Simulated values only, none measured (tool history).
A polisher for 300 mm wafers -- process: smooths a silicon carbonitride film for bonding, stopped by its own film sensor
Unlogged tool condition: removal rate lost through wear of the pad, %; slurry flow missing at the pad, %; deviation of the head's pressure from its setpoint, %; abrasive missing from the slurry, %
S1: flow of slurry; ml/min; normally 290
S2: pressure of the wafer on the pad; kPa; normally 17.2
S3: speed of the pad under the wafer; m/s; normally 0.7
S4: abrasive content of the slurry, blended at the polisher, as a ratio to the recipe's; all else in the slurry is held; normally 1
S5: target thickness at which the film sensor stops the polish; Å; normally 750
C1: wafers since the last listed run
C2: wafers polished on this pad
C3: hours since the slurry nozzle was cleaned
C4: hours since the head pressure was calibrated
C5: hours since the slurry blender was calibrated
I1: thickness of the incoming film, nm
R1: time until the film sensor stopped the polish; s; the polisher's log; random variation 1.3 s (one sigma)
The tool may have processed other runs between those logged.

{"run": 1, "hour": 0.0, "S1": 245, "S2": 17.2, "S3": 0.7, "S4": 1.05, "S5": 750, "C1": 0, "C2": 2782, "C3": 207.6, "C4": 147.1, "C5": 419.4, "I1": 100.5, "R1": 110.9}
{"hour": 45.3, "done": "slurry blender recalibrated"}
{"run": 2, "hour": 57.7, "S1": 290, "S2": 17.2, "S3": 0.7, "S4": 1, "S5": 750, "C1": 451, "C2": 3233, "C3": 265.3, "C4": 204.8, "C5": 12.4, "I1": 100.6, "R1": 120}
{"hour": 111.8, "done": "worn pad replaced by a new one"}
{"run": 3, "hour": 123.9, "S1": 290, "S2": 17.2, "S3": 0.7, "S4": 1, "S5": 750, "C1": 504, "C2": 98, "C3": 331.5, "C4": 271, "C5": 78.6, "I1": 102, "R1": 116.1}
{"run": 4, "hour": 222.1, "S1": 290, "S2": 17.2, "S3": 0.7, "S4": 1, "S5": 750, "C1": 795, "C2": 894, "C3": 429.7, "C4": 369.2, "C5": 176.8, "I1": 98.2, "R1": 98.7}
{"run": 5, "hour": 303.3, "S1": 290, "S2": 17.2, "S3": 0.7, "S4": 1, "S5": 750, "C1": 658, "C2": 1552, "C3": 510.9, "C4": 450.4, "C5": 258, "I1": 100.4, "R1": 110.7}
{"run": 6, "hour": 384.9, "S1": 290, "S2": 22.1, "S3": 0.7, "S4": 1, "S5": 750, "C1": 661, "C2": 2213, "C3": 592.5, "C4": 532, "C5": 339.6, "I1": 98.7, "R1": 80.4}
{"run": 7, "hour": 482.3, "S1": 290, "S2": 22.1, "S3": 0.7, "S4": 1, "S5": 750, "C1": 789, "C2": 3003, "C3": 689.9, "C4": 629.4, "C5": 437, "I1": 100.7, "R1": 93.3}
{"hour": 508.3, "done": "worn pad replaced by a new one"}
{"hour": 531.3, "done": "slurry nozzle cleaned"}
{"hour": 544.6, "done": "slurry blender recalibrated"}
{"run": 8, "hour": 577.6, "S1": 290, "S2": 17.2, "S3": 0.7, "S4": 1, "S5": 750, "C1": 715, "C2": 537, "C3": 46.3, "C4": 724.7, "C5": 33, "I1": 100.5, "R1": 122.6}
{"hour": 627.4, "done": "head pressure recalibrated"}
{"run": 9, "hour": 696.5, "S1": 290, "S2": 17.2, "S3": 0.7, "S4": 1, "S5": 750, "C1": 947, "C2": 1484, "C3": 165.2, "C4": 69.1, "C5": 151.9, "I1": 100.5, "R1": 120.1}
{"run": 10, "hour": 753.5, "S1": 290, "S2": 17.2, "S3": 0.7, "S4": 1, "S5": 750, "C1": 462, "C2": 1946, "C3": 222.2, "C4": 126.1, "C5": 208.9, "I1": 101.5, "R1": 130.7}
{"hour": 807.0, "done": "worn pad replaced by a new one, repeated, since the last time left the tool worse"}
{"run": 11, "hour": 828.8, "S1": 290, "S2": 17.2, "S3": 0.7, "S4": 1, "S5": 750, "C1": 577, "C2": 176, "C3": 297.5, "C4": 201.4, "C5": 284.2, "I1": 99.4, "R1": 102.7}
{"run": 12, "hour": 920.0, "S1": 290, "S2": 17.2, "S3": 0.7, "S4": 1, "S5": 750, "C1": 739, "C2": 915, "C3": 388.7, "C4": 292.6, "C5": 375.4, "I1": 101.4, "R1": 111.9}
{"hour": 1005.3, "done": "slurry blender recalibrated"}
{"run": 13, "hour": 1021.2, "S1": 290, "S2": 17.2, "S3": 0.7, "S4": 1, "S5": 750, "C1": 804, "C2": 1719, "C3": 489.9, "C4": 393.8, "C5": 15.9, "I1": 100.1, "R1": 108.9}
{"run": 14, "hour": 1099.4, "S1": 290, "S2": 17.2, "S3": 0.82, "S4": 1, "S5": 750, "C1": 633, "C2": 2353, "C3": 568.1, "C4": 472, "C5": 94.1, "I1": 99.5, "R1": 96.7}
{"run": 15, "hour": 1172.7, "S1": 290, "S2": 19.3, "S3": 0.7, "S4": 1, "S5": 750, "C1": 594, "C2": 2947, "C3": 641.4, "C4": 545.3, "C5": 167.4, "I1": 98.5, "R1": 93.6}
{"hour": 1269.1, "done": "worn pad replaced by a new one"}
{"run": 16, "hour": 1270.7, "S1": 290, "S2": 17.2, "S3": 0.82, "S4": 1, "S5": 750, "C1": 761, "C2": 13, "C3": 739.4, "C4": 643.3, "C5": 265.4, "I1": 98.8, "R1": 90.7}
{"run": 17, "hour": 1337.2, "S1": 290, "S2": 17.2, "S3": 0.7, "S4": 1, "S5": 750, "C1": 539, "C2": 552, "C3": 805.9, "C4": 709.8, "C5": 331.9, "I1": 99.7, "R1": 106.2}
{"run": 18, "hour": 1414.7, "S1": 290, "S2": 17.2, "S3": 0.7, "S4": 1, "S5": 750, "C1": 628, "C2": 1180, "C3": 883.4, "C4": 787.3, "C5": 409.4, "I1": 98.6, "R1": 100.8}
{"hour": 1425.6, "done": "slurry nozzle cleaned"}
{"run": 19, "hour": 1489.9, "S1": 255, "S2": 17.2, "S3": 0.9, "S4": 0.85, "S5": 710, "C1": 601, "C2": 1781, "C3": 64.3, "C4": 862.5, "C5": 484.6, "I1": 99.1, "R1": 110.8}
{"hour": 1520.3, "done": "slurry blender recalibrated"}
{"hour": 1546.4, "done": "head pressure recalibrated"}
{"run": 20, "hour": 1587.7, "S1": 235, "S2": 17.2, "S3": 0.92, "S4": 0.85, "S5": 800, "C1": 760, "C2": 2542, "C3": 162.1, "C4": 41.3, "C5": 67.4, "I1": 100.3, "R1": 83.6}

What does the tool deliver on the next run?
{"hour": 1637.3, "done": "worn pad replaced by a new one"}
{"run": 21, "hour": 1637.8, "S1": 290, "S2": 11.7, "S3": 0.48, "S4": 0.85, "S5": 810, "C1": 373, "C2": 4, "C3": 212.2, "C4": 91.4, "C5": 117.5, "I1": 99.7, "R1": "?"}

Run 21 measured R1 174 s.
Take away the tool's hidden state, keep the run-to-run variation as it was, and the same run would have given R1 172.8 s.
